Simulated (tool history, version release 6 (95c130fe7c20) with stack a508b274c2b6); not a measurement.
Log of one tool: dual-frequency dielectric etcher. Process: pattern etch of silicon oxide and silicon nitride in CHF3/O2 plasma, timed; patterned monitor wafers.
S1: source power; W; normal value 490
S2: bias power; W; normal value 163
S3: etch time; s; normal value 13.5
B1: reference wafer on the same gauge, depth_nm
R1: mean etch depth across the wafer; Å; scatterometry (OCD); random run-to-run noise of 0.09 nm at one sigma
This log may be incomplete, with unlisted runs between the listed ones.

run 1 hour=0.0 | S1=490 S2=163 S3=13.5 | B1=17.24 | R1=162.8
run 2 hour=106.9 | S1=490 S2=163 S3=13.5 | B1=17.20 | R1=163.5
run 3 hour=367.3 | S1=490 S2=163 S3=13.5 | B1=17.15 | R1=164.4
-- hour=400.3 wet clean of the chamber
run 4 hour=409.7 | S1=490 S2=163 S3=13.5 | B1=17.10 | R1=162.5
run 5 hour=447.3 | S1=490 S2=173 S3=13.5 | B1=17.14 | R1=164.8
run 6 hour=488.1 | S1=490 S2=173 S3=13.5 | B1=17.12 | R1=165.8
run 7 hour=563.0 | S1=490 S2=173 S3=13.5 | B1=17.07 | R1=164.0
run 8 hour=606.6 | S1=400 S2=163 S3=12.0 | B1=17.04 | R1=132.4
-- hour=817.5 gauge calibrated
run 9 hour=887.3 | S1=400 S2=163 S3=12.0 | B1=17.56 | R1=136.3
-- hour=918.9 wet clean of the chamber
run 10 hour=977.6 | S1=490 S2=163 S3=13.5 | B1=17.51 | R1=164.7
run 11 hour=1074.3 | S1=490 S2=163 S3=13.5 | B1=17.49 | R1=165.7
run 12 hour=1171.6 | S1=490 S2=150 S3=13.5 | B1=17.42 | R1=162.4
run 13 hour=1254.2 | S1=490 S2=163 S3=13.5 | B1=17.39 | R1=163.5
-- hour=1289.3 upper electrode replaced
-- hour=1302.4 source power generator calibrated
-- hour=1370.8 wet clean of the chamber
run 14 hour=1422.9 | S1=410 S2=189 S3=12.0 | B1=17.36 | R1=142.2
run 15 hour=1492.2 | S1=590 S2=148 S3=13.5 | B1=17.36 | R1=173.4
run 16 hour=1547.4 | S1=490 S2=185 S3=16.5 | B1=17.33 | R1=208.1
run 17 hour=1598.0 | S1=490 S2=163 S3=13.5 | B1=17.28 | R1=163.2
run 18 hour=1702.4 | S1=490 S2=163 S3=13.5 | B1=17.28 | R1=163.8
run 19 hour=1807.2 | S1=490 S2=163 S3=17.0 | B1=17.24 | R1=206.3
-- hour=1864.1 bias power generator calibrated
-- hour=1888.6 wet clean of the chamber
run 20 hour=2073.3 | S1=590 S2=178 S3=14.5 | B1=17.16 | R1=192.5
run 21 hour=2150.2 | S1=490 S2=191 S3=11.0 | B1=17.13 | R1=139.8
run 22 hour=2203.6 | S1=540 S2=190 S3=11.0 | B1=17.09 | R1=144.5
run 23 hour=2289.2 | S1=390 S2=152 S3=12.0 | B1=17.12 | R1=130.1
-- hour=2328.9 wet clean of the chamber
run 24 hour=2343.8 | S1=490 S2=187 S3=13.5 | B1=17.07 | R1=168.0
run 25 hour=2435.3 | S1=540 S2=190 S3=11.0 | B1=17.03 | R1=141.1
run 26 hour=2535.1 | S1=550 S2=148 S3=17.5 | B1=17.02 | R1=214.9

4 options for the next run, each taken on its own from the tool as it stands now. Forecast them:
run A hour=2535.5 | S1=490 S2=142 S3=13.5 | B1=? | R1=?
run B hour=2535.5 | S1=490 S2=163 S3=11.5 | B1=? | R1=?
run C hour=2535.5 | S1=450 S2=146 S3=16.0 | B1=? | R1=?
run D hour=2535.5 | S1=540 S2=163 S3=16.5 | B1=? | R1=?

run=A B1=17.02 R1=155.8
run=B B1=17.02 R1=137.6
run=C B1=17.02 R1=179.8
run=D B1=17.02 R1=205.0
Had the tool no hidden state, the same runs would have come out as:
run=A R1=160.2
run=B R1=141.5
run=C R1=185.0
run=D R1=210.9
